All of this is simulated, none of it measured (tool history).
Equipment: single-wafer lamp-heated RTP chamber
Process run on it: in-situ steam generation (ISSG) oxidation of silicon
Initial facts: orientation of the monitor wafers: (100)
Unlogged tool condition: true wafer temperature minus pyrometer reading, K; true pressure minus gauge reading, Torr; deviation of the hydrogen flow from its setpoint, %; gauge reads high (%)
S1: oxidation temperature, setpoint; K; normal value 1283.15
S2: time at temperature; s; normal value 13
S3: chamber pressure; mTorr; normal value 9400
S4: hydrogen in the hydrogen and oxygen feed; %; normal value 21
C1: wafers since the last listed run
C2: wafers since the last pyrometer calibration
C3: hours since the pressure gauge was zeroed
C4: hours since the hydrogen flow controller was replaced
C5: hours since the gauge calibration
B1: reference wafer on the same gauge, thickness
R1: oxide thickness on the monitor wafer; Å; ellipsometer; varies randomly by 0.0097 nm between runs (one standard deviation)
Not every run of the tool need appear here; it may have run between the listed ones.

run   hour       S1  S2     S3  S4   C1    C2      C3      C4     C5     B1     R1
  1      0  1283.15  13   8700  21    0  7313  3721.6  3925.3  137.1  3.411  43.16
  2   13.5  1283.15  13   8700  21  135  7449  3735.1  3938.8  150.6  3.408  43.07
  3     21  1283.15  13   8700  21   75  7525  3742.6  3946.3  158.1  3.411  43.07
  4   33.5  1283.15  13   9400  21  125  7651  3755.1  3958.8  170.6   3.41  42.74
  5   40.8  1283.15  13   9400  21   73  7724  3762.4  3966.1  177.9  3.408  42.86
  6   50.5  1283.15  13   9400  21   97  7822  3772.1  3975.8  187.6  3.411  42.95
  7   56.6  1283.15  13   8300  21   61  7883  3778.2  3981.9  193.7  3.413  43.42
  8   64.6  1283.15  13   8300  21   80  7964  3786.2  3989.9  201.7   3.41  43.57
  9   71.2  1283.15  13   8300  21   66  8030  3792.8  3996.5  208.3   3.41  43.34
 10   83.4  1283.15  13   9400  21  122  8153    3805  4008.7  220.5  3.408  42.92
      93.2  -- pyrometer window cleaned and pyrometer calibrated
 11   95.7  1283.15  13   9400  21   43    24  3817.3    4021  232.8  3.413  41.49
 12  106.5  1283.15  13   9400  21  108   133  3828.1  4031.8  243.6  3.409  41.53
 13  116.7  1299.15   8  10200  25  102   236  3838.3    4042  253.8  3.409  36.44
 14    132  1283.15  11   9400  16  154   390  3853.6  4057.3  269.1  3.409  36.19
     145.9  -- hydrogen flow controller replaced
 15  147.5  1296.15  15  10200  14   75   465  3869.1     1.6  284.6  3.411  42.29
     171.9  -- pressure gauge zeroed
 16  172.4  1283.15  13   9400  21  170   635     0.5    26.5  309.5   3.41  41.48
 17  179.6  1283.15  13   9400  21   72   708     7.7    33.7  316.7  3.409  41.55
       180  -- gauge calibrated
 18  196.5  1283.15   9  10200  21  170   878    24.6    50.6   16.5   3.41  34.79
 19  212.7  1283.15  13   9400  21  163  1041    40.8    66.8   32.7  3.409  41.56
 20  220.1  1283.15  13   9400  27   74  1116    48.2    74.2   40.1  3.409  44.21
 21  229.6  1283.15  13   9400  21   95  1211    57.7    83.7   49.6   3.41  41.61
 22  242.6  1283.15  13   9400  21  130  1342    70.7    96.7   62.6  3.411  41.58
 23  254.4  1270.15  13   9400  16  118  1461    82.5   108.5   74.4  3.409  37.18
 24  260.7  1283.15  13  10200  18   63  1524    88.8   114.8   80.7  3.409  39.61

Forecast each of these 4 alternatives for the next run:
  A  261.1  1283.15  13   9400  21   4  1529  89.2  115.2  81.1   ?   ?
  B  261.1  1264.15  13  10100  18   4  1529  89.2  115.2  81.1   ?   ?
  C  261.1  1283.15   9   9400  21   4  1529  89.2  115.2  81.1   ?   ?
  D  261.1  1283.15  13   9400  17   4  1529  89.2  115.2  81.1   ?   ?

run     B1     R1
  A  3.408  41.51
  B  3.408  36.98
  C  3.408  35.32
  D  3.408  39.54
With the hidden condition removed and each run's random variation left untouched, the same runs would have given:
run     R1
  A  41.37
  B  36.87
  C  35.21
  D   39.4
